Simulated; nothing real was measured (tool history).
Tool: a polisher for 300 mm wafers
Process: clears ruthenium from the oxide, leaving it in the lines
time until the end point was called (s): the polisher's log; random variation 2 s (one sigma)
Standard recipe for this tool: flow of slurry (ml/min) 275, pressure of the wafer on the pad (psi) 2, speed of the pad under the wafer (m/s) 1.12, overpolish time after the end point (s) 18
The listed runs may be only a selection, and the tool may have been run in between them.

| run | hour | flow of slurry (ml/min) | pressure of the wafer on the pad (psi) | speed of the pad under the wafer (m/s) | overpolish time after the end point (s) | wafers since the last listed run | wafers polished on this pad | hours since the slurry nozzle was cleaned | hours since the head pressure was calibrated | incoming thickness of the incoming film, nm | time until the end point was called (s) |
|---|---|---|---|---|---|---|---|---|---|---|---|
| 1 | 0 | 275 | 2.3 | 1.12 | 18 | 0 | 456 | 498.3 | 330.8 | 129.2 | 106.6 |
| 2 | 14.1 | 275 | 2 | 1.12 | 18 | 133 | 590 | 512.4 | 344.9 | 128.6 | 126.2 |
| 3 | 20.3 | 275 | 2 | 1.12 | 18 | 58 | 648 | 518.6 | 351.1 | 131.3 | 133.1 |
|  | 26.1 | worn pad replaced by a new one |
| 4 | 33.9 | 275 | 2 | 1.12 | 18 | 90 | 73 | 532.2 | 364.7 | 129.1 | 121.5 |
| 5 | 45.7 | 275 | 2 | 1.12 | 18 | 111 | 185 | 544 | 376.5 | 129.4 | 116.8 |
| 6 | 59.5 | 275 | 2 | 1.12 | 18 | 130 | 316 | 557.8 | 390.3 | 131.1 | 120.1 |
| 7 | 67.5 | 275 | 2 | 1.12 | 18 | 75 | 392 | 565.8 | 398.3 | 130.8 | 122.7 |
| 8 | 75.8 | 275 | 2 | 1.12 | 18 | 78 | 470 | 574.1 | 406.6 | 129.4 | 123 |
|  | 109.4 | worn pad replaced by a new one |
| 9 | 109.9 | 275 | 2 | 1.12 | 18 | 285 | 4 | 608.2 | 440.7 | 132.9 | 125.2 |
|  | 116.1 | slurry nozzle cleaned |
| 10 | 119.4 | 275 | 2 | 1.12 | 18 | 80 | 85 | 3.3 | 450.2 | 130.8 | 120.9 |
| 11 | 171.4 | 275 | 2 | 1.12 | 24 | 492 | 577 | 55.3 | 502.2 | 130.5 | 126 |
|  | 188 | worn pad replaced by a new one |
| 12 | 188.8 | 275 | 2 | 0.98 | 12 | 126 | 7 | 72.7 | 519.6 | 128 | 129.2 |
| 13 | 196.7 | 275 | 2 | 0.74 | 11 | 74 | 82 | 80.6 | 527.5 | 131.2 | 174.4 |
| 14 | 207.4 | 340 | 1.4 | 1.12 | 25 | 101 | 184 | 91.3 | 538.2 | 129.1 | 166 |
| 15 | 223.5 | 275 | 2 | 0.98 | 12 | 152 | 336 | 107.4 | 554.3 | 131.1 | 137.5 |
|  | 231.9 | head pressure recalibrated |
| 16 | 233 | 370 | 2 | 0.92 | 26 | 71 | 407 | 116.9 | 1.1 | 128.1 | 145 |
| 17 | 251.6 | 275 | 2 | 1.12 | 18 | 176 | 583 | 135.5 | 19.7 | 131.4 | 132.2 |
|  | 268.7 | worn pad replaced by a new one |
| 18 | 269.2 | 210 | 2.7 | 1.34 | 18 | 128 | 4 | 153.1 | 37.3 | 128.6 | 75.1 |
| 19 | 273.4 | 365 | 2 | 1.12 | 13 | 39 | 44 | 157.3 | 41.5 | 132.4 | 117.8 |
| 20 | 287.5 | 275 | 2 | 1.12 | 18 | 133 | 178 | 171.4 | 55.6 | 132 | 121.1 |
| 21 | 297.3 | 275 | 2 | 1.12 | 18 | 92 | 271 | 181.2 | 65.4 | 128.3 | 117.5 |
| 22 | 303.8 | 360 | 2.4 | 1.02 | 21 | 61 | 332 | 187.7 | 71.9 | 128.6 | 105.4 |
| 23 | 318.6 | 275 | 2.2 | 0.72 | 24 | 140 | 472 | 202.5 | 86.7 | 130.8 | 170.5 |

Give the tool's hidden conditions for every run:
slurry flow missing at the pad, %: 0 at every run
deviation of the head's pressure from its setpoint, %: 0 at every run
H1: removal rate lost through wear of the pad, %
| run | H1 |
|---|---|
| 1 | 5.43 |
| 2 | 8.84 |
| 3 | 10.6 |
| 4 | 1.1 |
| 5 | 1.81 |
| 6 | 3.41 |
| 7 | 4.72 |
| 8 | 6.37 |
| 9 | 0.904 |
| 10 | 1.12 |
| 11 | 9.31 |
| 12 | 1.18 |
| 13 | 1.34 |
| 14 | 2 |
| 15 | 3.93 |
| 16 | 5.61 |
| 17 | 10 |
| 18 | 0.52 |
| 19 | 0.568 |
| 20 | 1.29 |
| 21 | 2.31 |
| 22 | 3.21 |
| 23 | 5.97 |
